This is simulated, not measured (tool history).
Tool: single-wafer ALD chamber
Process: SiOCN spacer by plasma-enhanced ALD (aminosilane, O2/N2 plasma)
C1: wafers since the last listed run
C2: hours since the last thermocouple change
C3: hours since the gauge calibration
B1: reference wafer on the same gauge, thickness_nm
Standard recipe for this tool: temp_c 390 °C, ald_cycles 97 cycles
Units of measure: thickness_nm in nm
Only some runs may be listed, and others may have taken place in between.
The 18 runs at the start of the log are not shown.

{"run": 19, "hour": 569.6, "temp_c": 396, "ald_cycles": 97, "C1": 80, "C2": 32.6, "C3": 80.8, "B1": 5.315, "thickness_nm": 5.95}
{"run": 20, "hour": 586.8, "temp_c": 383, "ald_cycles": 87, "C1": 51, "C2": 49.8, "C3": 98, "B1": 5.304, "thickness_nm": 5.334}
{"run": 21, "hour": 610.7, "temp_c": 382, "ald_cycles": 109, "C1": 71, "C2": 73.7, "C3": 121.9, "B1": 5.31, "thickness_nm": 6.662}
{"run": 22, "hour": 625.0, "temp_c": 404, "ald_cycles": 113, "C1": 42, "C2": 88, "C3": 136.2, "B1": 5.313, "thickness_nm": 6.883}
{"run": 23, "hour": 647.8, "temp_c": 397, "ald_cycles": 104, "C1": 68, "C2": 110.8, "C3": 159, "B1": 5.312, "thickness_nm": 6.356}
{"run": 24, "hour": 666.8, "temp_c": 390, "ald_cycles": 97, "C1": 56, "C2": 129.8, "C3": 178, "B1": 5.31, "thickness_nm": 5.935}
{"run": 25, "hour": 691.7, "temp_c": 385, "ald_cycles": 89, "C1": 74, "C2": 154.7, "C3": 202.9, "B1": 5.306, "thickness_nm": 5.446}
{"run": 26, "hour": 718.7, "temp_c": 385, "ald_cycles": 97, "C1": 80, "C2": 181.7, "C3": 229.9, "B1": 5.308, "thickness_nm": 5.948}
{"run": 27, "hour": 741.2, "temp_c": 397, "ald_cycles": 87, "C1": 67, "C2": 204.2, "C3": 252.4, "B1": 5.314, "thickness_nm": 5.338}
{"run": 28, "hour": 774.1, "temp_c": 404, "ald_cycles": 107, "C1": 98, "C2": 237.1, "C3": 285.3, "B1": 5.311, "thickness_nm": 6.532}
{"run": 29, "hour": 793.4, "temp_c": 390, "ald_cycles": 97, "C1": 57, "C2": 256.4, "C3": 304.6, "B1": 5.311, "thickness_nm": 5.953}
{"run": 30, "hour": 827.4, "temp_c": 399, "ald_cycles": 108, "C1": 101, "C2": 290.4, "C3": 338.6, "B1": 5.31, "thickness_nm": 6.647}
{"run": 31, "hour": 846.0, "temp_c": 390, "ald_cycles": 97, "C1": 55, "C2": 309, "C3": 357.2, "B1": 5.314, "thickness_nm": 5.97}
{"run": 32, "hour": 870.7, "temp_c": 396, "ald_cycles": 97, "C1": 73, "C2": 333.7, "C3": 381.9, "B1": 5.313, "thickness_nm": 5.982}
{"run": 33, "hour": 960.5, "temp_c": 390, "ald_cycles": 107, "C1": 267, "C2": 423.5, "C3": 471.7, "B1": 5.312, "thickness_nm": 6.577}
{"run": 34, "hour": 975.4, "temp_c": 384, "ald_cycles": 97, "C1": 44, "C2": 438.4, "C3": 486.6, "B1": 5.314, "thickness_nm": 5.955}
{"run": 35, "hour": 1001.1, "temp_c": 377, "ald_cycles": 82, "C1": 76, "C2": 464.1, "C3": 512.3, "B1": 5.311, "thickness_nm": 5.004}
{"run": 36, "hour": 1021.8, "temp_c": 403, "ald_cycles": 108, "C1": 61, "C2": 484.8, "C3": 533, "B1": 5.312, "thickness_nm": 6.596}
{"run": 37, "hour": 1035.7, "temp_c": 390, "ald_cycles": 108, "C1": 41, "C2": 498.7, "C3": 546.9, "B1": 5.312, "thickness_nm": 6.623}
{"run": 38, "hour": 1062.6, "temp_c": 390, "ald_cycles": 88, "C1": 80, "C2": 525.6, "C3": 573.8, "B1": 5.312, "thickness_nm": 5.397}
{"run": 39, "hour": 1076.1, "temp_c": 381, "ald_cycles": 79, "C1": 40, "C2": 539.1, "C3": 587.3, "B1": 5.307, "thickness_nm": 4.836}

Branching from run 39: 5 alternative next runs. What would each branch give?
{"run": "A", "hour": 1076.7, "temp_c": 390, "ald_cycles": 82, "C1": 1, "C2": 539.7, "C3": 587.9, "B1": "?", "thickness_nm": "?"}
{"run": "B", "hour": 1076.7, "temp_c": 379, "ald_cycles": 82, "C1": 1, "C2": 539.7, "C3": 587.9, "B1": "?", "thickness_nm": "?"}
{"run": "C", "hour": 1076.7, "temp_c": 380, "ald_cycles": 116, "C1": 1, "C2": 539.7, "C3": 587.9, "B1": "?", "thickness_nm": "?"}
{"run": "D", "hour": 1076.7, "temp_c": 381, "ald_cycles": 81, "C1": 1, "C2": 539.7, "C3": 587.9, "B1": "?", "thickness_nm": "?"}
{"run": "E", "hour": 1076.7, "temp_c": 404, "ald_cycles": 104, "C1": 1, "C2": 539.7, "C3": 587.9, "B1": "?", "thickness_nm": "?"}

run=A B1=5.313 thickness_nm=5.024
run=B B1=5.313 thickness_nm=5.024
run=C B1=5.313 thickness_nm=7.108
run=D B1=5.313 thickness_nm=4.963
run=E B1=5.313 thickness_nm=6.328
Take away the tool's hidden state, keep each run's random variation, and the runs would have read:
run=A thickness_nm=5.024
run=B thickness_nm=5.024
run=C thickness_nm=7.108
run=D thickness_nm=4.963
run=E thickness_nm=6.328
